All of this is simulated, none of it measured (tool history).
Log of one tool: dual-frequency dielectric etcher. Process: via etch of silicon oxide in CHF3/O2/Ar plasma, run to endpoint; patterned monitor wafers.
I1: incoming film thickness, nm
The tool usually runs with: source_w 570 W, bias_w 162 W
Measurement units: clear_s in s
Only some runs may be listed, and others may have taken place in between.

{"run": 1, "hour": 0.0, "source_w": 570, "bias_w": 162, "I1": 710.2, "clear_s": 370.3}
{"run": 2, "hour": 14.2, "source_w": 570, "bias_w": 162, "I1": 716.5, "clear_s": 372.4}
{"run": 3, "hour": 28.8, "source_w": 570, "bias_w": 162, "I1": 717.1, "clear_s": 371.0}
{"run": 4, "hour": 41.9, "source_w": 570, "bias_w": 162, "I1": 708.0, "clear_s": 367.6}
{"run": 5, "hour": 54.2, "source_w": 570, "bias_w": 162, "I1": 713.3, "clear_s": 366.1}
{"hour": 66.1, "done": "bias power generator calibrated"}
{"run": 6, "hour": 66.6, "source_w": 570, "bias_w": 162, "I1": 711.1, "clear_s": 368.9}
{"run": 7, "hour": 102.4, "source_w": 570, "bias_w": 162, "I1": 719.2, "clear_s": 368.7}
{"hour": 138.8, "done": "upper electrode replaced"}
{"hour": 141.4, "done": "source power generator calibrated"}
{"hour": 149.8, "done": "wet clean of the chamber"}
{"run": 8, "hour": 150.3, "source_w": 500, "bias_w": 127, "I1": 711.7, "clear_s": 446.0}

For run 9, what comes out?
{"run": 9, "hour": 150.7, "source_w": 660, "bias_w": 136, "I1": 706.9, "clear_s": "?"}

clear_s: 391.0 s
Were there no unlogged condition in the tool, this run, its random variation unchanged, would have produced clear_s 392.2 s.
